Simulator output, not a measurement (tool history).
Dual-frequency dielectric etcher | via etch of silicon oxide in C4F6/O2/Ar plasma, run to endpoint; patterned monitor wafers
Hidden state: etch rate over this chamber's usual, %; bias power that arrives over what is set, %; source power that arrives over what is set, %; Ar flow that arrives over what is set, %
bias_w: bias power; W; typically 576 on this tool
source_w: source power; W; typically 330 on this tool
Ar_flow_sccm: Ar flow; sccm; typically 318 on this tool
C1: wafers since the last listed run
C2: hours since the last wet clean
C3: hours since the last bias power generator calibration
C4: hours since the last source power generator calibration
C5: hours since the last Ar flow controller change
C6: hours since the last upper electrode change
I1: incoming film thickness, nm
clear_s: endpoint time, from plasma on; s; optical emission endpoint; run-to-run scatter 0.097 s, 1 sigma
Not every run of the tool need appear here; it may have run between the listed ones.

Run 1, day 0: usual settings; C1 0; C2 67.3; C3 4557.4; C4 4368.5; C5 3774.6; C6 4810; I1 82.6. Result: clear_s 19.3 s.
At day 0.388: source power generator calibrated.
At day 1.517: upper electrode replaced.
Run 2, day 1.538: usual settings; C1 180; C2 104.2; C3 4594.3; C4 27.6; C5 3811.5; C6 0.5; I1 82.7. Result: clear_s 19.1 s.
Run 3, day 1.55: usual settings but Ar_flow_sccm 266 sccm; C1 6; C2 104.5; C3 4594.6; C4 27.9; C5 3811.8; C6 0.8; I1 82.2. Result: clear_s 18.5 s.
Run 4, day 1.738: usual settings but Ar_flow_sccm 361 sccm; C1 91; C2 109; C3 4599.1; C4 32.4; C5 3816.3; C6 5.3; I1 82.1. Result: clear_s 19.1 s.
Run 5, day 2.138: usual settings but Ar_flow_sccm 361 sccm; C1 194; C2 118.6; C3 4608.7; C4 42; C5 3825.9; C6 14.9; I1 82.1. Result: clear_s 19.2 s.
Run 6, day 2.5: usual settings but bias_w 443 W, source_w 280 W; C1 176; C2 127.3; C3 4617.4; C4 50.7; C5 3834.6; C6 23.6; I1 82.5. Result: clear_s 23.5 s.
At day 3.417: Ar flow controller replaced.
Run 7, day 3.438: usual settings; C1 334; C2 149.8; C3 4639.9; C4 73.2; C5 0.5; C6 46.1; I1 83.4. Result: clear_s 19.3 s.
Run 8, day 3.854: usual settings but bias_w 684 W, source_w 310 W, Ar_flow_sccm 249 sccm; C1 202; C2 159.8; C3 4649.9; C4 83.2; C5 10.5; C6 56.1; I1 82.9. Result: clear_s 17.6 s.
Run 9, day 4.308: usual settings but bias_w 629 W, source_w 400 W, Ar_flow_sccm 378 sccm; C1 221; C2 170.7; C3 4660.8; C4 94.1; C5 21.4; C6 67; I1 82.1. Result: clear_s 16.5 s.
Run 10, day 4.579: usual settings but bias_w 501 W, source_w 390 W, Ar_flow_sccm 387 sccm; C1 131; C2 177.2; C3 4667.3; C4 100.6; C5 27.9; C6 73.5; I1 83.5. Result: clear_s 19.2 s.
Run 11, day 5.033: usual settings but bias_w 665 W, Ar_flow_sccm 261 sccm; C1 221; C2 188.1; C3 4678.2; C4 111.5; C5 38.8; C6 84.4; I1 81.6. Result: clear_s 17 s.
Run 12, day 5.471: usual settings but bias_w 691 W; C1 213; C2 198.6; C3 4688.7; C4 122; C5 49.3; C6 94.9; I1 82.7. Result: clear_s 17.4 s.
Run 13, day 5.75: usual settings but bias_w 670 W, source_w 400 W; C1 135; C2 205.3; C3 4695.4; C4 128.7; C5 56; C6 101.6; I1 83.1. Result: clear_s 15.9 s.
Run 14, day 6.092: usual settings but bias_w 651 W, source_w 280 W, Ar_flow_sccm 387 sccm; C1 166; C2 213.5; C3 4703.6; C4 136.9; C5 64.2; C6 109.8; I1 83.1. Result: clear_s 19.9 s.
Run 15, day 6.612: usual settings but bias_w 674 W, source_w 300 W, Ar_flow_sccm 372 sccm; C1 253; C2 226; C3 4716.1; C4 149.4; C5 76.7; C6 122.3; I1 82.5. Result: clear_s 18.6 s.
Run 16, day 6.979: usual settings but bias_w 690 W, source_w 280 W; C1 178; C2 234.8; C3 4724.9; C4 158.2; C5 85.5; C6 131.1; I1 83.5. Result: clear_s 19.2 s.
At day 7.379: bias power generator calibrated.
Run 17, day 7.4: usual settings; C1 123; C2 244.9; C3 0.5; C4 168.3; C5 95.6; C6 141.2; I1 82.7. Result: clear_s 18.9 s.
Run 18, day 7.596: usual settings but bias_w 483 W, source_w 260 W; C1 95; C2 249.6; C3 5.2; C4 173; C5 100.3; C6 145.9; I1 81.2. Result: clear_s 23.1 s.
Run 19, day 8.292: usual settings; C1 338; C2 266.3; C3 21.9; C4 189.7; C5 117; C6 162.6; I1 82.8. Result: clear_s 18.9 s.
Run 20, day 8.696: usual settings but bias_w 504 W, source_w 410 W, Ar_flow_sccm 252 sccm; C1 196; C2 276; C3 31.6; C4 199.4; C5 126.7; C6 172.3; I1 82.6. Result: clear_s 17.4 s.
Run 21, day 9.404: usual settings but bias_w 532 W, Ar_flow_sccm 244 sccm; C1 344; C2 293; C3 48.6; C4 216.4; C5 143.7; C6 189.3; I1 82.5. Result: clear_s 18.9 s.
Run 22, day 10.062: usual settings; C1 320; C2 308.8; C3 64.4; C4 232.2; C5 159.5; C6 205.1; I1 83. Result: clear_s 18.8 s.
Run 23, day 10.767: usual settings but source_w 270 W, Ar_flow_sccm 289 sccm; C1 342; C2 325.7; C3 81.3; C4 249.1; C5 176.4; C6 222; I1 82.3. Result: clear_s 20.6 s.
Run 24, day 11.333: usual settings but bias_w 499 W, source_w 410 W, Ar_flow_sccm 349 sccm; C1 275; C2 339.3; C3 94.9; C4 262.7; C5 190; C6 235.6; I1 82.2. Result: clear_s 18.2 s.
Run 25, day 11.738: usual settings but bias_w 516 W, Ar_flow_sccm 381 sccm; C1 196; C2 349; C3 104.6; C4 272.4; C5 199.7; C6 245.3; I1 82.2. Result: clear_s 19.9 s.
Run 26, day 12.042: usual settings but bias_w 706 W, source_w 360 W, Ar_flow_sccm 240 sccm; C1 148; C2 356.3; C3 111.9; C4 279.7; C5 207; C6 252.6; I1 81.9. Result: clear_s 15.6 s.
Run 27, day 12.479: usual settings but bias_w 615 W, source_w 360 W; C1 213; C2 366.8; C3 122.4; C4 290.2; C5 217.5; C6 263.1; I1 81.6. Result: clear_s 17 s.
Run 28, day 13.217: usual settings but bias_w 484 W; C1 359; C2 384.5; C3 140.1; C4 307.9; C5 235.2; C6 280.8; I1 82.3. Result: clear_s 20.2 s.
Run 29, day 13.579: usual settings but bias_w 437 W, source_w 390 W, Ar_flow_sccm 279 sccm; C1 176; C2 393.2; C3 148.8; C4 316.6; C5 243.9; C6 289.5; I1 82.4. Result: clear_s 19.3 s.

Alternative continuations, all from the tool just after run 29; predict every row:
Run A, day 13.596: usual settings but Ar_flow_sccm 285 sccm; C1 8; C2 393.6; C3 149.2; C4 317; C5 244.3; C6 289.9; I1 82.9. Result: clear_s ?.
Run B, day 13.596: usual settings but Ar_flow_sccm 369 sccm; C1 8; C2 393.6; C3 149.2; C4 317; C5 244.3; C6 289.9; I1 82.9. Result: clear_s ?.
Run C, day 13.596: usual settings but bias_w 493 W, source_w 260 W; C1 8; C2 393.6; C3 149.2; C4 317; C5 244.3; C6 289.9; I1 82.9. Result: clear_s ?.
Run D, day 13.596: usual settings but source_w 290 W, Ar_flow_sccm 250 sccm; C1 8; C2 393.6; C3 149.2; C4 317; C5 244.3; C6 289.9; I1 82.9. Result: clear_s ?.

run  clear_s
  A     18.5
  B     19.1
  C     23.2
  D     19.6
Without the tool's unlogged condition, the same runs would have read:
run  clear_s
  A     19.2
  B     19.7
  C       24
  D     20.3
